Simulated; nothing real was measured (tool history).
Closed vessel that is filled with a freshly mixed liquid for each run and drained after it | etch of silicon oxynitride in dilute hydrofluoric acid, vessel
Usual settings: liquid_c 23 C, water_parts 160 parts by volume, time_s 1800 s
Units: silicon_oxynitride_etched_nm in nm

| run | hour | liquid_c | water_parts | time_s | wafers since the last listed run | hours since the thermometer was replaced | hours since the hydrofluoric acid flow meter was replaced | hours since the gauge calibration | read-back film thickness of the silicon oxynitride reference wafer, read on the same gauge (nm) | silicon_oxynitride_etched_nm |
|---|---|---|---|---|---|---|---|---|---|---|
| 1 | 0 | 25.5 | 160 | 1800 | 0 | 656.5 | 1974.1 | 312.3 | 121.35 | 24.35 |
| 2 | 34.7 | 25.5 | 160 | 1800 | 1223 | 691.2 | 2008.8 | 347 | 121.48 | 24.37 |
| 3 | 59.3 | 25.5 | 160 | 1800 | 867 | 715.8 | 2033.4 | 371.6 | 121.56 | 24.29 |
| 4 | 81.8 | 23 | 160 | 1800 | 793 | 738.3 | 2055.9 | 394.1 | 121.65 | 21.65 |
| 5 | 99.9 | 23 | 160 | 1800 | 638 | 756.4 | 2074 | 412.2 | 121.7 | 21.91 |
| 6 | 115.5 | 23 | 160 | 1800 | 550 | 772 | 2089.6 | 427.8 | 121.79 | 21.78 |
| 7 | 130.3 | 23 | 160 | 1800 | 521 | 786.8 | 2104.4 | 442.6 | 121.85 | 21.82 |
|  | 142.6 | gauge calibrated |
|  | 150 | thermometer replaced |
| 8 | 162 | 23 | 160 | 1800 | 1082 | 12 | 2136.1 | 19.4 | 120.16 | 21.38 |
| 9 | 179.3 | 23 | 160 | 1800 | 609 | 29.3 | 2153.4 | 36.7 | 120.21 | 21.66 |
| 10 | 208.1 | 23 | 160 | 1800 | 1015 | 58.1 | 2182.2 | 65.5 | 120.32 | 21.43 |
| 11 | 232.6 | 18.5 | 120 | 2470 | 863 | 82.6 | 2206.7 | 90 | 120.4 | 32.82 |

The next listed run, before its measurement:
| 12 | 257.5 | 19.5 | 130 | 1000 | 877 | 107.5 | 2231.6 | 114.9 | ? | ? |

Run 12 gave read-back film thickness of the silicon oxynitride reference wafer, read on the same gauge (nm) 120.51, silicon_oxynitride_etched_nm 12.79 nm.
Without the tool's hidden state the same run would have given silicon_oxynitride_etched_nm 12.74 nm.
